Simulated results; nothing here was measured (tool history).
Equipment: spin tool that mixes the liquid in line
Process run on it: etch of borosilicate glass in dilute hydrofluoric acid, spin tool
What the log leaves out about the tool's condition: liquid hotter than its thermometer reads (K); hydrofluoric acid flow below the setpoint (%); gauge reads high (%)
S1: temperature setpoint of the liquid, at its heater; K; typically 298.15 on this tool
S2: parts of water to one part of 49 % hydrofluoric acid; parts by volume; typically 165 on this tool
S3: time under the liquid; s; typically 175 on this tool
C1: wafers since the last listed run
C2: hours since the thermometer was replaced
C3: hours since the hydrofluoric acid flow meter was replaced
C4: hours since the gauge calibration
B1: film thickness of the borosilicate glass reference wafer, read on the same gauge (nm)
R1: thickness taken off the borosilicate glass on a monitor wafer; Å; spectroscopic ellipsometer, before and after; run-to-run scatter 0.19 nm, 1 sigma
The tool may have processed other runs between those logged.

Run 1, hour 0.0: usual settings; C1 0; C2 352.5; C3 1751.4; C4 116.1; B1 30.04. Result: R1 318.9 Å.
Run 2, hour 18.2: usual settings; C1 160; C2 370.7; C3 1769.6; C4 134.3; B1 29.99. Result: R1 318.9 Å.
Run 3, hour 34.9: usual settings but S1 301.15 K; C1 147; C2 387.4; C3 1786.3; C4 151.0; B1 29.97. Result: R1 358.3 Å.
Run 4, hour 51.4: usual settings; C1 145; C2 403.9; C3 1802.8; C4 167.5; B1 30.02. Result: R1 320.2 Å.
Run 5, hour 67.1: usual settings; C1 138; C2 419.6; C3 1818.5; C4 183.2; B1 29.95. Result: R1 323.8 Å.
Run 6, hour 95.3: usual settings; C1 248; C2 447.8; C3 1846.7; C4 211.4; B1 29.98. Result: R1 326.9 Å.
At hour 177.9: gauge calibrated.
Run 7, hour 190.7: usual settings; C1 840; C2 543.2; C3 1942.1; C4 12.8; B1 29.97. Result: R1 328.0 Å.
At hour 212.2: thermometer replaced.
Run 8, hour 224.1: usual settings but S3 230 s; C1 285; C2 11.9; C3 1975.5; C4 46.2; B1 30.01. Result: R1 409.5 Å.
Run 9, hour 251.5: usual settings but S3 230 s; C1 241; C2 39.3; C3 2002.9; C4 73.6; B1 30.04. Result: R1 409.1 Å.
Run 10, hour 286.7: usual settings but S3 230 s; C1 310; C2 74.5; C3 2038.1; C4 108.8; B1 30.02. Result: R1 409.7 Å.
Run 11, hour 299.3: usual settings but S1 295.65 K, S2 95 parts by volume; C1 110; C2 87.1; C3 2050.7; C4 121.4; B1 30.01. Result: R1 533.3 Å.
Run 12, hour 312.9: usual settings but S3 90 s; C1 119; C2 100.7; C3 2064.3; C4 135.0; B1 30.00. Result: R1 160.3 Å.
Run 13, hour 345.4: usual settings but S1 295.15 K, S2 240 parts by volume; C1 286; C2 133.2; C3 2096.8; C4 167.5; B1 29.97. Result: R1 177.9 Å.
Run 14, hour 365.1: usual settings but S1 295.65 K, S2 105 parts by volume, S3 70 s; C1 173; C2 152.9; C3 2116.5; C4 187.2; B1 30.03. Result: R1 191.7 Å.

What does the tool deliver on the next run?
At hour 373.1: hydrofluoric acid flow meter replaced.
Run 15, hour 386.1: usual settings but S2 200 parts by volume, S3 245 s; C1 176; C2 173.9; C3 13.0; C4 208.2; B1 ?. Result: R1 ?.

B1: 30.01
R1: 348.8 Å
With no hidden state in the tool, this same run would have given R1 339.2 Å.
